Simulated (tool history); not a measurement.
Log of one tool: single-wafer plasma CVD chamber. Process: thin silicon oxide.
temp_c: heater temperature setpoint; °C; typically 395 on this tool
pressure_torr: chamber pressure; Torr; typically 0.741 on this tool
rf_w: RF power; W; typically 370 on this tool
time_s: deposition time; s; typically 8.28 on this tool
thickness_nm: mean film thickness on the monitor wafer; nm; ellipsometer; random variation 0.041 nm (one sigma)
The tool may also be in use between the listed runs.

run	hour	temp_c	pressure_torr	rf_w	time_s	wafers since the last listed run	hours since the last thermocouple change	hours since the last RF generator calibration	hours since the last manometer calibration	hours since the showerhead was replaced	hours since the gauge calibration	read-back reference wafer on the same gauge, thickness_nm	thickness_nm
1	0.0	395	0.741	370	8.86	0	1170.2	1036.2	91.2	2878.8	1652.0	18.543	17.220
2	61.3	395	0.654	370	7.63	1834	1231.5	1097.5	152.5	2940.1	1713.3	18.552	13.163
3	165.2	395	0.654	370	7.63	3110	1335.4	1201.4	256.4	3044.0	1817.2	18.574	13.064
4	212.6	395	0.654	370	7.63	1418	1382.8	1248.8	303.8	3091.4	1864.6	18.582	13.159
# hour 272.4: showerhead replaced
5	279.3	401	0.741	370	8.28	1757	1449.5	1315.5	370.5	6.9	1931.3	18.600	16.061
6	373.2	386	0.741	370	9.37	2810	1543.4	1409.4	464.4	100.8	2025.2	18.626	18.390
7	443.8	395	0.741	370	8.28	2113	1614.0	1480.0	535.0	171.4	2095.8	18.647	16.176
8	492.9	395	0.741	370	8.28	1469	1663.1	1529.1	584.1	220.5	2144.9	18.665	16.211
# hour 589.9: gauge calibrated
9	594.4	403	0.589	390	6.96	3038	1764.6	1630.6	685.6	322.0	4.5	18.367	10.766
# hour 644.2: thermocouple changed; heater temperature recalibrated
10	669.1	395	0.654	370	7.63	1996	24.9	1705.3	760.3	396.7	79.2	18.365	12.958
# hour 907.5: RF generator calibrated
11	965.7	395	0.741	310	8.28	8639	321.5	58.2	1056.9	693.3	375.8	18.369	14.908
# hour 1019.3: capacitance manometer re-zeroed and calibrated
12	1019.8	395	0.645	370	7.85	1379	375.6	112.3	0.5	747.4	429.9	18.380	13.156
13	1074.5	382	0.897	350	7.02	1637	430.3	167.0	55.2	802.1	484.6	18.383	15.816
14	1137.7	401	0.792	370	8.28	1891	493.5	230.2	118.4	865.3	547.8	18.383	16.902
15	1225.5	406	0.644	410	9.43	2628	581.3	318.0	206.2	953.1	635.6	18.393	16.313
16	1322.9	382	0.606	345	9.43	2915	678.7	415.4	303.6	1050.5	733.0	18.411	14.665
17	1370.4	395	0.741	370	8.28	1421	726.2	462.9	351.1	1098.0	780.5	18.404	15.968
18	1445.8	395	0.741	370	8.28	2257	801.6	538.3	426.5	1173.4	855.9	18.415	15.980
19	1492.8	389	0.859	430	7.38	1406	848.6	585.3	473.5	1220.4	902.9	18.422	17.238
20	1532.4	382	0.679	420	7.21	1185	888.2	624.9	513.1	1260.0	942.5	18.421	13.521
21	1609.7	395	0.863	415	8.94	2313	965.5	702.2	590.4	1337.3	1019.8	18.424	20.504
22	1687.3	403	0.589	390	6.96	2322	1043.1	779.8	668.0	1414.9	1097.4	18.444	10.816
23	1779.3	395	0.741	370	8.28	2753	1135.1	871.8	760.0	1506.9	1189.4	18.450	16.008
24	1824.1	395	0.794	370	8.28	1341	1179.9	916.6	804.8	1551.7	1234.2	18.452	17.101
25	2007.6	395	0.741	370	8.28	5492	1363.4	1100.1	988.3	1735.2	1417.7	18.495	16.119
26	2108.3	395	0.741	370	8.28	3014	1464.1	1200.8	1089.0	1835.9	1518.4	18.505	16.066
# hour 2134.1: capacitance manometer re-zeroed and calibrated
27	2164.2	389	0.835	345	9.13	1433	1520.0	1256.7	30.1	1891.8	1574.3	18.518	19.301
28	2235.2	382	0.899	335	7.67	2125	1591.0	1327.7	101.1	1962.8	1645.3	18.538	17.218

Consider 4 possible next runs. They are alternatives, not a sequence: every one starts from the tool as it was left by run 28. What does each give?
A	2235.6	400	0.741	370	8.28	11	1591.4	1328.1	101.5	1963.2	1645.7	?	?
B	2235.6	381	0.741	370	7.54	11	1591.4	1328.1	101.5	1963.2	1645.7	?	?
C	2235.6	402	0.741	325	8.28	11	1591.4	1328.1	101.5	1963.2	1645.7	?	?
D	2235.6	381	0.894	370	8.28	11	1591.4	1328.1	101.5	1963.2	1645.7	?	?

run	read-back reference wafer on the same gauge, thickness_nm	thickness_nm
A	18.528	15.998
B	18.528	14.754
C	18.528	15.231
D	18.528	19.098
With no hidden state in the tool, these same runs would have given:
run	thickness_nm
A	15.885
B	14.651
C	15.124
D	18.964
